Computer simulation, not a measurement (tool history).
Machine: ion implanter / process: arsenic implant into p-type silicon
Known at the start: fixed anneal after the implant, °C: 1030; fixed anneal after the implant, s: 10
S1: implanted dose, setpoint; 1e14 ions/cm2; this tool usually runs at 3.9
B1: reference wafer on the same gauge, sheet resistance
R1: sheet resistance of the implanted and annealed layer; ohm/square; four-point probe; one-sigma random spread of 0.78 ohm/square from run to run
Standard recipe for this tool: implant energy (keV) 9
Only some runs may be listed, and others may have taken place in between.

Run 1, day 0: usual settings but S1 3.24 1e14 ions/cm2; B1 308.14. Result: R1 342.32 ohm/square.
Run 2, day 3.779: usual settings but S1 3.24 1e14 ions/cm2; B1 307.99. Result: R1 340.24 ohm/square.
Run 3, day 7.954: usual settings but implant energy (keV) 10.5; B1 308.29. Result: R1 290.87 ohm/square.
Run 4, day 10.825: usual settings but implant energy (keV) 10.5; B1 308.32. Result: R1 289.78 ohm/square.
Run 5, day 13.733: usual settings; B1 308.24. Result: R1 295.1 ohm/square.
Run 6, day 16.771: usual settings; B1 308.21. Result: R1 292.3 ohm/square.
Run 7, day 20.3: usual settings but implant energy (keV) 10; B1 308.15. Result: R1 289.21 ohm/square.
Run 8, day 24.775: usual settings; B1 308.3. Result: R1 292.02 ohm/square.
Run 9, day 26.279: usual settings; B1 308.1. Result: R1 292.55 ohm/square.
Run 10, day 29.104: usual settings but S1 3.46 1e14 ions/cm2, implant energy (keV) 10; B1 308.13. Result: R1 314.66 ohm/square.
Run 11, day 32.817: usual settings but S1 4.33 1e14 ions/cm2; B1 308.11. Result: R1 270.15 ohm/square.
Run 12, day 34.729: usual settings but S1 4.33 1e14 ions/cm2; B1 307.76. Result: R1 270.71 ohm/square.
Run 13, day 37.175: usual settings; B1 307.73. Result: R1 291.11 ohm/square.
Run 14, day 38.742: usual settings but S1 4.39 1e14 ions/cm2, implant energy (keV) 11.5; B1 308.01. Result: R1 261.69 ohm/square.
Run 15, day 40.996: usual settings but S1 3.19 1e14 ions/cm2, implant energy (keV) 7; B1 308.27. Result: R1 347.48 ohm/square.
Run 16, day 44.921: usual settings but S1 3.29 1e14 ions/cm2, implant energy (keV) 12; B1 308.1. Result: R1 321.61 ohm/square.
At day 47.767: extraction supply calibrated.
Run 17, day 48.104: usual settings; B1 308. Result: R1 290.27 ohm/square.
At day 48.679: gauge calibrated.
Run 18, day 50.25: usual settings but S1 3.14 1e14 ions/cm2, implant energy (keV) 6.5; B1 308.05. Result: R1 352.53 ohm/square.
Run 19, day 53.404: usual settings; B1 308.11. Result: R1 290.49 ohm/square.
Run 20, day 56.2: usual settings but S1 4.7 1e14 ions/cm2, implant energy (keV) 7; B1 308.38. Result: R1 260.37 ohm/square.
Run 21, day 57.821: usual settings but S1 3.37 1e14 ions/cm2, implant energy (keV) 8; B1 308.02. Result: R1 328.59 ohm/square.
At day 58.854: Faraday cup replaced and dose calibrated.
Run 22, day 62.2: usual settings; B1 308.3. Result: R1 299.34 ohm/square.
Run 23, day 66.45: usual settings but S1 3.27 1e14 ions/cm2, implant energy (keV) 8; B1 308.14. Result: R1 341.67 ohm/square.
Run 24, day 69.904: usual settings but S1 2.82 1e14 ions/cm2, implant energy (keV) 6; B1 307.97. Result: R1 390.47 ohm/square.
Run 25, day 72.417: usual settings but S1 3.27 1e14 ions/cm2, implant energy (keV) 8; B1 308.2. Result: R1 339.84 ohm/square.
Run 26, day 76.808: usual settings but S1 4.47 1e14 ions/cm2, implant energy (keV) 10.5; B1 307.71. Result: R1 263.52 ohm/square.

Some steps in R1 between neighbouring runs. How much of each would the tool show without its hidden state too (settings, what came in, random variation), and how much is left for the hidden state, with any gauge scatter that isn't in both results?
Hidden conditions of the tool in this case: deviation of the true dose from the Faraday cup's reading, %; deviation of the true energy from its setpoint, %; gauge reads high (%).
Run 14 -> 15: S1 4.39 -> 3.19, implant energy (keV) 11.5 -> 7. R1 +85.79 ohm/square: hidden state -3.1, all else +88.89.
Run 21 -> 22: S1 3.37 -> 3.9, implant energy (keV) 8 -> 9, Faraday cup replaced and dose calibrated. R1 -29.25 ohm/square: hidden state +8.97, all else -38.22.
Run 25 -> 26: S1 3.27 -> 4.47, implant energy (keV) 8 -> 10.5. R1 -76.32 ohm/square: hidden state +0.6, all else -76.92.

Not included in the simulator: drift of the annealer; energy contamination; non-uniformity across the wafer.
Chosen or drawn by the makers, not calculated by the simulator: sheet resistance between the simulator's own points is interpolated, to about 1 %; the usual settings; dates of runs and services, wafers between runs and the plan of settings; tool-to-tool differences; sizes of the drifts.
